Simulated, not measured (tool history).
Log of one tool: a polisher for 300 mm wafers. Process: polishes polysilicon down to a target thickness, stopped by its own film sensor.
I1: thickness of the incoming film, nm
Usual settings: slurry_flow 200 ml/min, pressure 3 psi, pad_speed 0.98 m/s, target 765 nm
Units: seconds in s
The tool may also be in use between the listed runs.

Run 1, hour 0: usual settings but pressure 3.4 psi; I1 1536.3. Result: seconds 91.8 s.
Run 2, hour 43: usual settings; I1 1550.8. Result: seconds 103.6 s.
Run 3, hour 53.9: usual settings; I1 1553.3. Result: seconds 105.6 s.
Run 4, hour 70.6: usual settings; I1 1518.3. Result: seconds 103.4 s.
Run 5, hour 82.5: usual settings but pressure 3.7 psi; I1 1517.4. Result: seconds 83.1 s.
Run 6, hour 92.5: usual settings but pressure 3.7 psi; I1 1507.4. Result: seconds 82 s.
Run 7, hour 100.2: usual settings but pad_speed 1.14 m/s; I1 1531.1. Result: seconds 89.7 s.
Run 8, hour 117.3: usual settings but pad_speed 1.14 m/s; I1 1526.7. Result: seconds 90.3 s.
Run 9, hour 127: usual settings but pad_speed 1.14 m/s; I1 1531.8. Result: seconds 92.2 s.
Run 10, hour 143.2: usual settings but pressure 2.6 psi; I1 1497. Result: seconds 124.9 s.
Run 11, hour 155.1: usual settings but pressure 2.6 psi; I1 1511.6. Result: seconds 126.6 s.
Run 12, hour 163.8: usual settings; I1 1501.1. Result: seconds 112.4 s.
Run 13, hour 170.7: usual settings; I1 1523.3. Result: seconds 117 s.
Run 14, hour 185.8: usual settings but pressure 2.7 psi; I1 1553.9. Result: seconds 134.9 s.
Run 15, hour 194.9: usual settings but pressure 2 psi, pad_speed 1.18 m/s; I1 1515.4. Result: seconds 144.3 s.
Run 16, hour 210.7: usual settings but slurry_flow 255 ml/min, target 860 nm; I1 1539.9. Result: seconds 102.6 s.
Run 17, hour 226: usual settings but slurry_flow 175 ml/min, pressure 2.5 psi, pad_speed 0.76 m/s, target 1002 nm; I1 1523.7. Result: seconds 109.6 s.
Run 18, hour 237.4: usual settings; I1 1548.3. Result: seconds 103.3 s.
Run 19, hour 248.5: usual settings but slurry_flow 250 ml/min, pressure 3.5 psi, pad_speed 1.16 m/s, target 976 nm; I1 1549.2. Result: seconds 53.4 s.
Run 20, hour 264.5: usual settings but slurry_flow 220 ml/min, target 854 nm; I1 1544.2. Result: seconds 93.2 s.
Run 21, hour 279.3: usual settings but pressure 2.6 psi; I1 1520.2. Result: seconds 121.2 s.
Run 22, hour 293.3: usual settings but pressure 2.2 psi; I1 1500.1. Result: seconds 136.7 s.
Run 23, hour 307.5: usual settings but pressure 2.2 psi, target 922 nm; I1 1524.4. Result: seconds 111.5 s.
Run 24, hour 328.1: usual settings but slurry_flow 250 ml/min, pressure 2.7 psi, pad_speed 1.26 m/s, target 598 nm; I1 1521.4. Result: seconds 107.7 s.
Run 25, hour 344.5: usual settings but target 497 nm; I1 1512.4. Result: seconds 136.1 s.
Run 26, hour 351.8: usual settings but slurry_flow 155 ml/min, pressure 3.9 psi, pad_speed 0.86 m/s; I1 1516.3. Result: seconds 92.6 s.
Run 27, hour 368.6: usual settings but slurry_flow 250 ml/min, pressure 2.7 psi, pad_speed 1.26 m/s, target 598 nm; I1 1530. Result: seconds 107.2 s.
Run 28, hour 378.2: usual settings but slurry_flow 180 ml/min, pad_speed 0.88 m/s, target 928 nm; I1 1541.8. Result: seconds 97.9 s.
Run 29, hour 392.4: usual settings; I1 1542.5. Result: seconds 107.8 s.

Taken out of this log: 6 entries between the listed runs. Where each belongs, and how the hidden state differs across it:
Between runs 1 and 2: worn pad replaced by a new one (hour 35.4)
  removal rate lost through wear of the pad, %: 4.97 -> 1.63
  measured less the result without the state, seconds: +4.6 -> +1.7 s
Between runs 9 and 10: worn pad replaced by a new one (hour 133.6)
  removal rate lost through wear of the pad, %: 5.89 -> 11.6
  measured less the result without the state, seconds: +5.5 -> +14.5 s
Between runs 16 and 17: slurry nozzle cleaned (hour 223.6); worn pad replaced by a new one, repeated, since the last time left the tool worse (hour 225.5)
  removal rate lost through wear of the pad, %: 15.4 -> 0.138
  measured less the result without the state, seconds: +15.8 -> +0.2 s
Between runs 18 and 19: head pressure recalibrated (hour 247.6)
  removal rate lost through wear of the pad, %: 1.71 -> 2.82
  measured less the result without the state, seconds: +1.7 -> +1.5 s
Between runs 24 and 25: worn pad replaced by a new one (hour 340.9)
  removal rate lost through wear of the pad, %: 5.55 -> 1.14
  measured less the result without the state, seconds: +6 -> +1.6 s
